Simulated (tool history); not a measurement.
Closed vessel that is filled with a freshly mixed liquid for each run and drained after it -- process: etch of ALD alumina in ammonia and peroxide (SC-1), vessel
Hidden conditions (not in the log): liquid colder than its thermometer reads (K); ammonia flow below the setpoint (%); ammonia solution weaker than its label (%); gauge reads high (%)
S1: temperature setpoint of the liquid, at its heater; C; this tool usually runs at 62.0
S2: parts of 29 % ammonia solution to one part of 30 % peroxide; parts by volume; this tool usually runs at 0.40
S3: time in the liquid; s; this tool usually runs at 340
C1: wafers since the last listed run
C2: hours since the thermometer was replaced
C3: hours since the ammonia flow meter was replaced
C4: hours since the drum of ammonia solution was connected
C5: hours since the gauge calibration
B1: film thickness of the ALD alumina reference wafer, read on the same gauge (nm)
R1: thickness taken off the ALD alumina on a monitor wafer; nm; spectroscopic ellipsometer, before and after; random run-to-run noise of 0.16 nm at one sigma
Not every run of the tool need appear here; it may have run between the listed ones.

run     day    S1    S2   S3   C1      C2      C3     C4     C5     B1     R1
  1   0.000  62.0  0.40  340    0  1465.4  2161.2  707.0   59.9  60.00  29.85
  2   0.483  62.0  0.40  340  616  1477.0  2172.8  718.6   71.5  60.00  29.34
  3   1.158  62.0  0.50  340  861  1493.2  2189.0  734.8   87.7  60.01  30.27
  4   1.408  62.0  0.50  340  319  1499.2  2195.0  740.8   93.7  60.00  30.32
  5   1.917  62.0  0.50  340  648  1511.4  2207.2  753.0  105.9  60.00  30.02
  6   2.200  58.5  0.40  340  361  1518.2  2214.0  759.8  112.7  60.00  24.58
  7   2.454  58.5  0.40  340  324  1524.3  2220.1  765.9  118.8  60.00  24.85
  8   2.733  69.5  0.40  340  356  1531.0  2226.8  772.6  125.5  60.00  42.77
  9   3.204  69.5  0.40  340  600  1542.3  2238.1  783.9  136.8  60.00  42.96
 10   3.550  69.5  0.40  340  441  1550.6  2246.4  792.2  145.1  60.01  43.34
 11   3.946  62.0  0.40  340  505  1560.1  2255.9  801.7  154.6  60.01  29.65
      4.208  -- ammonia flow meter replaced
 12   4.308  62.0  0.40  340  409  1568.8     2.4  810.4  163.3  59.98  29.54
      4.808  -- new drum of ammonia solution connected
 13   4.829  62.0  0.40  340  611  1581.3    14.9    0.5  175.8  59.98  29.54
 14   5.238  62.0  0.40  340  521  1591.1    24.7   10.3  185.6  60.01  29.42
 15   5.967  57.5  0.35  165  930  1608.6    42.2   27.8  203.1  60.00  11.04
 16   6.638  62.0  0.40  240  856  1624.7    58.3   43.9  219.2  60.01  20.67
 17   7.071  70.0  0.25  230  552  1635.1    68.7   54.3  229.6  60.01  28.34
 18   7.746  62.0  0.40  340  861  1651.3    84.9   70.5  245.8  60.00  29.46
 19   8.225  70.0  0.30  495  611  1662.8    96.4   82.0  257.3  60.00  62.08
      8.421  -- thermometer replaced
 20   8.846  70.0  0.25  450  739    10.2   111.3   96.9  272.2  60.01  62.07
 21   9.388  52.5  0.40  490  691    23.2   124.3  109.9  285.2  60.00  28.99
      9.533  -- gauge calibrated
 22  10.025  62.0  0.40  540  813    38.5   139.6  125.2   11.8  59.99  52.27
 23  10.704  62.0  0.50  185  866    54.8   155.9  141.5   28.1  60.01  18.38
 24  11.217  62.0  0.30  340  654    67.1   168.2  153.8   40.4  60.00  32.31
 25  11.762  62.0  0.40  425  696    80.2   181.3  166.9   53.5  60.00  41.17
 26  12.033  62.0  0.40  340  345    86.7   187.8  173.4   60.0  60.00  32.97

For run 27, what comes out?
 27  12.638  53.0  0.20  430  770  101.2  202.3  187.9  74.5   ?   ?

Run 27 yielded B1 60.00, R1 24.39 nm.
If the tool had no hidden condition, the same run with the same run-to-run variation would have returned R1 24.78 nm.
